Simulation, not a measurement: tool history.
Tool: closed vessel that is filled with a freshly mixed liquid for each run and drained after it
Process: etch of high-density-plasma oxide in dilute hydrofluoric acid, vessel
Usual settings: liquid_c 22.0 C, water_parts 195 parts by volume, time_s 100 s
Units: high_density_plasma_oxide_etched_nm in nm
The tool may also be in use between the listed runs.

run	day	liquid_c	water_parts	time_s	read-back film thickness of the high-density-plasma oxide reference wafer, read on the same gauge (nm)	high_density_plasma_oxide_etched_nm
1	0.000	22.0	195	100	30.012	3.965
2	1.225	22.0	195	100	29.991	4.005
3	2.650	22.0	195	100	30.013	3.976
4	3.912	24.0	195	100	30.005	4.289
# day 3.962: gauge calibrated
# day 4.196: hydrofluoric acid flow meter replaced
5	5.062	22.0	195	100	30.020	4.400
6	5.783	22.0	195	100	30.001	4.400
# day 6.271: thermometer replaced
7	6.875	22.0	195	100	30.018	4.385
8	7.883	23.5	195	100	30.004	4.601
9	8.512	17.5	195	100	29.989	3.664
10	9.429	22.0	195	150	29.989	6.526
11	9.942	20.0	285	100	29.982	2.527
# day 10.846: gauge calibrated
12	11.179	22.0	195	100	29.987	4.306
13	11.688	24.0	195	160	29.989	7.421
14	12.421	27.0	140	100	30.015	7.720

Forecast each of these 3 alternatives for the next run:
A	12.450	22.0	195	85	?	?
B	12.450	18.0	130	65	?	?
C	12.450	25.5	285	150	?	?

run	read-back film thickness of the high-density-plasma oxide reference wafer, read on the same gauge (nm)	high_density_plasma_oxide_etched_nm
A	29.981	3.683
B	29.981	3.859
C	29.981	4.596
Without the tool's hidden state the same runs would have given:
run	high_density_plasma_oxide_etched_nm
A	3.741
B	3.917
C	4.675

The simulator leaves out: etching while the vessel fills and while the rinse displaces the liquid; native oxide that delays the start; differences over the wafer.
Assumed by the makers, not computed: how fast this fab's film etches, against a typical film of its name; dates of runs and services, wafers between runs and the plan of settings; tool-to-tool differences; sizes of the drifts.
